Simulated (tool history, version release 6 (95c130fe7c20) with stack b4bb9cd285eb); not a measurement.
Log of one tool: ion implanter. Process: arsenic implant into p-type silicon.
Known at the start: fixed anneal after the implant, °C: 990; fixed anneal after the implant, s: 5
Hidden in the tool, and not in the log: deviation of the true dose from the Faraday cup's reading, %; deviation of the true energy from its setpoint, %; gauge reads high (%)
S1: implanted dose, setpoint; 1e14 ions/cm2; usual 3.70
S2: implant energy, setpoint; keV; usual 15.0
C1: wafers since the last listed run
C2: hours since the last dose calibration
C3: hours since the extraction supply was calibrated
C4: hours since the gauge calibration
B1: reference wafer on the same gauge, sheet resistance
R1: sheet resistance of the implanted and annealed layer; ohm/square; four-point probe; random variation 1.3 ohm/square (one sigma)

Run 1, hour 0.0: usual settings; C1 0; C2 1072.7; C3 3800.6; C4 1036.1; B1 243.22. Result: R1 275.18 ohm/square.
Run 2, hour 68.0: usual settings but S1 2.87 1e14 ions/cm2; C1 1388; C2 1140.7; C3 3868.6; C4 1104.1; B1 242.79. Result: R1 329.57 ohm/square.
Run 3, hour 163.0: usual settings but S1 2.87 1e14 ions/cm2; C1 1940; C2 1235.7; C3 3963.6; C4 1199.1; B1 243.11. Result: R1 333.21 ohm/square.
Run 4, hour 270.2: usual settings but S1 2.87 1e14 ions/cm2; C1 2189; C2 1342.9; C3 4070.8; C4 1306.3; B1 242.92. Result: R1 332.22 ohm/square.
Run 5, hour 324.5: usual settings; C1 1109; C2 1397.2; C3 4125.1; C4 1360.6; B1 242.93. Result: R1 276.62 ohm/square.
Run 6, hour 398.4: usual settings; C1 1509; C2 1471.1; C3 4199.0; C4 1434.5; B1 243.17. Result: R1 275.35 ohm/square.
Run 7, hour 496.1: usual settings; C1 1995; C2 1568.8; C3 4296.7; C4 1532.2; B1 242.55. Result: R1 276.75 ohm/square.
Run 8, hour 583.4: usual settings; C1 1783; C2 1656.1; C3 4384.0; C4 1619.5; B1 243.78. Result: R1 277.13 ohm/square.
Run 9, hour 684.6: usual settings but S1 3.33 1e14 ions/cm2; C1 2067; C2 1757.3; C3 4485.2; C4 1720.7; B1 242.94. Result: R1 301.61 ohm/square.
Run 10, hour 750.2: usual settings but S1 3.33 1e14 ions/cm2; C1 1339; C2 1822.9; C3 4550.8; C4 1786.3; B1 243.33. Result: R1 301.98 ohm/square.
Run 11, hour 802.5: usual settings but S1 3.33 1e14 ions/cm2; C1 1068; C2 1875.2; C3 4603.1; C4 1838.6; B1 242.83. Result: R1 299.15 ohm/square.
Run 12, hour 887.0: usual settings; C1 1725; C2 1959.7; C3 4687.6; C4 1923.1; B1 243.23. Result: R1 279.53 ohm/square.
Run 13, hour 964.6: usual settings but S1 3.12 1e14 ions/cm2; C1 1585; C2 2037.3; C3 4765.2; C4 2000.7; B1 243.14. Result: R1 318.12 ohm/square.
Run 14, hour 1254.1: usual settings but S1 3.12 1e14 ions/cm2; C1 5913; C2 2326.8; C3 5054.7; C4 2290.2; B1 243.09. Result: R1 320.97 ohm/square.
Run 15, hour 1296.3: usual settings; C1 861; C2 2369.0; C3 5096.9; C4 2332.4; B1 242.51. Result: R1 285.49 ohm/square.
At hour 1377.6: Faraday cup replaced and dose calibrated.
Run 16, hour 1397.9: usual settings; C1 1911; C2 20.3; C3 5198.5; C4 2434.0; B1 242.61. Result: R1 268.18 ohm/square.
Run 17, hour 1471.2: usual settings; C1 1497; C2 93.6; C3 5271.8; C4 2507.3; B1 242.83. Result: R1 268.57 ohm/square.
At hour 1488.5: extraction supply calibrated.
Run 18, hour 1526.6: usual settings; C1 968; C2 149.0; C3 38.1; C4 2562.7; B1 243.22. Result: R1 268.51 ohm/square.
Run 19, hour 1608.1: usual settings but S1 4.22 1e14 ions/cm2, S2 17.0 keV; C1 1664; C2 230.5; C3 119.6; C4 2644.2; B1 243.22. Result: R1 240.86 ohm/square.
Run 20, hour 1674.8: usual settings but S1 2.68 1e14 ions/cm2, S2 11.5 keV; C1 1362; C2 297.2; C3 186.3; C4 2710.9; B1 242.44. Result: R1 352.94 ohm/square.
At hour 1763.7: gauge calibrated.
Run 21, hour 1779.8: usual settings but S2 12.0 keV; C1 2144; C2 402.2; C3 291.3; C4 16.1; B1 242.53. Result: R1 278.69 ohm/square.
Run 22, hour 1857.0: usual settings but S1 4.31 1e14 ions/cm2, S2 20.0 keV; C1 1576; C2 479.4; C3 368.5; C4 93.3; B1 243.28. Result: R1 233.22 ohm/square.
Run 23, hour 2108.6: usual settings but S2 13.5 keV; C1 5139; C2 731.0; C3 620.1; C4 344.9; B1 243.09. Result: R1 272.28 ohm/square.
Run 24, hour 2153.4: usual settings; C1 915; C2 775.8; C3 664.9; C4 389.7; B1 243.13. Result: R1 271.46 ohm/square.
Run 25, hour 2227.4: usual settings but S1 4.19 1e14 ions/cm2, S2 11.5 keV; C1 1511; C2 849.8; C3 738.9; C4 463.7; B1 243.66. Result: R1 258.05 ohm/square.
Run 26, hour 2314.1: usual settings but S1 4.56 1e14 ions/cm2, S2 18.5 keV; C1 1770; C2 936.5; C3 825.6; C4 550.4; B1 242.91. Result: R1 227.42 ohm/square.
Run 27, hour 2404.8: usual settings but S1 4.72 1e14 ions/cm2, S2 19.5 keV; C1 1852; C2 1027.2; C3 916.3; C4 641.1; B1 242.96. Result: R1 220.35 ohm/square.
Run 28, hour 2483.9: usual settings but S1 4.37 1e14 ions/cm2; C1 1615; C2 1106.3; C3 995.4; C4 720.2; B1 243.42. Result: R1 242.73 ohm/square.
Run 29, hour 2551.1: usual settings; C1 1372; C2 1173.5; C3 1062.6; C4 787.4; B1 243.25. Result: R1 272.74 ohm/square.
Run 30, hour 2633.4: usual settings but S1 4.00 1e14 ions/cm2; C1 1681; C2 1255.8; C3 1144.9; C4 869.7; B1 242.89. Result: R1 258.60 ohm/square.
Run 31, hour 2741.0: usual settings but S2 20.0 keV; C1 2197; C2 1363.4; C3 1252.5; C4 977.3; B1 243.31. Result: R1 265.15 ohm/square.
Run 32, hour 2818.9: usual settings but S1 4.32 1e14 ions/cm2, S2 11.5 keV; C1 1591; C2 1441.3; C3 1330.4; C4 1055.2; B1 242.93. Result: R1 254.62 ohm/square.
Run 33, hour 2918.2: usual settings; C1 2028; C2 1540.6; C3 1429.7; C4 1154.5; B1 242.78. Result: R1 274.06 ohm/square.
Run 34, hour 2956.6: usual settings; C1 784; C2 1579.0; C3 1468.1; C4 1192.9; B1 242.72. Result: R1 274.97 ohm/square.
Run 35, hour 3014.8: usual settings; C1 1188; C2 1637.2; C3 1526.3; C4 1251.1; B1 242.77. Result: R1 274.84 ohm/square.
Run 36, hour 3106.8: usual settings but S1 3.33 1e14 ions/cm2; C1 1879; C2 1729.2; C3 1618.3; C4 1343.1; B1 243.26. Result: R1 297.77 ohm/square.

Some steps in R1 between neighbouring runs. How much of each would the tool show without its hidden state too (settings, what came in, random variation), and how much is left for the hidden state, with any gauge scatter that isn't in both results?
Run 4 -> 5: S1 2.87 -> 3.70. R1 -55.60 ohm/square: hidden state -1.04, all else -54.56.
Run 12 -> 13: S1 3.70 -> 3.12. R1 +38.59 ohm/square: hidden state +2.53, all else +36.06.
Run 13 -> 14: no setting changed, nothing entered. R1 +2.85 ohm/square: hidden state +3.48, all else -0.63.
Run 15 -> 16: Faraday cup replaced and dose calibrated. R1 -17.31 ohm/square: hidden state -14.93, all else -2.38.
Run 19 -> 20: S1 4.22 -> 2.68, S2 17.0 -> 11.5. R1 +112.08 ohm/square: hidden state +0.29, all else +111.79.
Run 20 -> 21: S1 2.68 -> 3.70, S2 11.5 -> 12.0, gauge calibrated. R1 -74.25 ohm/square: hidden state +0.01, all else -74.26.

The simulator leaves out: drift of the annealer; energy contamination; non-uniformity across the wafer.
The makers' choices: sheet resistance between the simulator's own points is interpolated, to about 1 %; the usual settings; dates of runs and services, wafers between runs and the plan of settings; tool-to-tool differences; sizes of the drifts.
